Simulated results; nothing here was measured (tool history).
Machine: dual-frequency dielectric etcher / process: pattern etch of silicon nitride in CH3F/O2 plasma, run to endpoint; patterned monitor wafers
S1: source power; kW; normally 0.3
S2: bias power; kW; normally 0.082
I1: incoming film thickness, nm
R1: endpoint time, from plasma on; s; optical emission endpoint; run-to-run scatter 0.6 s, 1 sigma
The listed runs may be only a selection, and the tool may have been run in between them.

| run | day | S1 | S2 | I1 | R1 |
|---|---|---|---|---|---|
| 1 | 0 | 0.3 | 0.082 | 72.2 | 85.2 |
| 2 | 1.358 | 0.27 | 0.082 | 72.9 | 89.5 |
| 3 | 3.779 | 0.27 | 0.082 | 72.4 | 89.6 |
| 4 | 5.104 | 0.27 | 0.082 | 73.1 | 91.1 |
| 5 | 6.55 | 0.32 | 0.074 | 72.6 | 87.6 |
| 6 | 11.962 | 0.3 | 0.082 | 72.8 | 87.3 |
| 7 | 13.583 | 0.3 | 0.082 | 73.2 | 87.4 |
|  | 16.792 | wet clean of the chamber |
| 8 | 16.812 | 0.3 | 0.082 | 73.2 | 84.9 |
| 9 | 17.488 | 0.3 | 0.082 | 72.6 | 85.2 |
| 10 | 19.604 | 0.3 | 0.082 | 72.7 | 86 |
|  | 20.808 | bias power generator calibrated |
| 11 | 20.996 | 0.3 | 0.082 | 72.4 | 85.6 |
| 12 | 22.75 | 0.3 | 0.082 | 73.3 | 86.8 |
| 13 | 24.096 | 0.3 | 0.082 | 72.5 | 85.4 |
| 14 | 26.238 | 0.3 | 0.082 | 72.8 | 86.1 |
| 15 | 28.554 | 0.3 | 0.074 | 72.4 | 87.9 |
| 16 | 29.792 | 0.3 | 0.082 | 72.9 | 86.4 |
|  | 30.783 | source power generator calibrated |
| 17 | 32.562 | 0.3 | 0.082 | 72.8 | 87.5 |
| 18 | 34.646 | 0.3 | 0.065 | 72.9 | 93.1 |
| 19 | 36.071 | 0.24 | 0.088 | 72.5 | 90.9 |
| 20 | 38.392 | 0.3 | 0.082 | 72.6 | 87.8 |
|  | 39.733 | upper electrode replaced |
| 21 | 39.754 | 0.3 | 0.082 | 72.8 | 88.6 |
|  | 43.446 | wet clean of the chamber |
| 22 | 43.467 | 0.25 | 0.098 | 72.5 | 83.2 |
| 23 | 44.367 | 0.3 | 0.082 | 72.9 | 84.8 |
| 24 | 46.892 | 0.3 | 0.082 | 72.6 | 84.5 |
| 25 | 49.058 | 0.37 | 0.074 | 72.6 | 80.5 |
| 26 | 52.008 | 0.27 | 0.073 | 73.1 | 91.1 |
| 27 | 53.971 | 0.3 | 0.082 | 72.8 | 85.7 |
| 28 | 55.962 | 0.3 | 0.082 | 73.3 | 86.6 |
| 29 | 58.517 | 0.34 | 0.094 | 72.2 | 79.3 |
| 30 | 60.8 | 0.37 | 0.069 | 72.8 | 85.7 |
| 31 | 61.979 | 0.32 | 0.071 | 72.3 | 87.9 |
| 32 | 63.129 | 0.3 | 0.066 | 72.7 | 92.3 |
| 33 | 64.967 | 0.35 | 0.099 | 72.9 | 78.5 |
| 34 | 66.796 | 0.34 | 0.099 | 72.4 | 79.2 |
|  | 68.3 | wet clean of the chamber |
| 35 | 68.508 | 0.3 | 0.082 | 72.3 | 84.1 |

Here are 3 independent what-if runs from the current tool condition. What would each one return?
| A | 68.529 | 0.3 | 0.082 | 72.6 | ? |
| B | 68.529 | 0.3 | 0.075 | 72.6 | ? |
| C | 68.529 | 0.36 | 0.082 | 72.6 | ? |

| run | R1 |
|---|---|
| A | 84.6 |
| B | 86.8 |
| C | 80.2 |
Take away the tool's hidden state, keep each run's random variation, and the runs would have read:
| run | R1 |
|---|---|
| A | 84.8 |
| B | 86.9 |
| C | 80.4 |
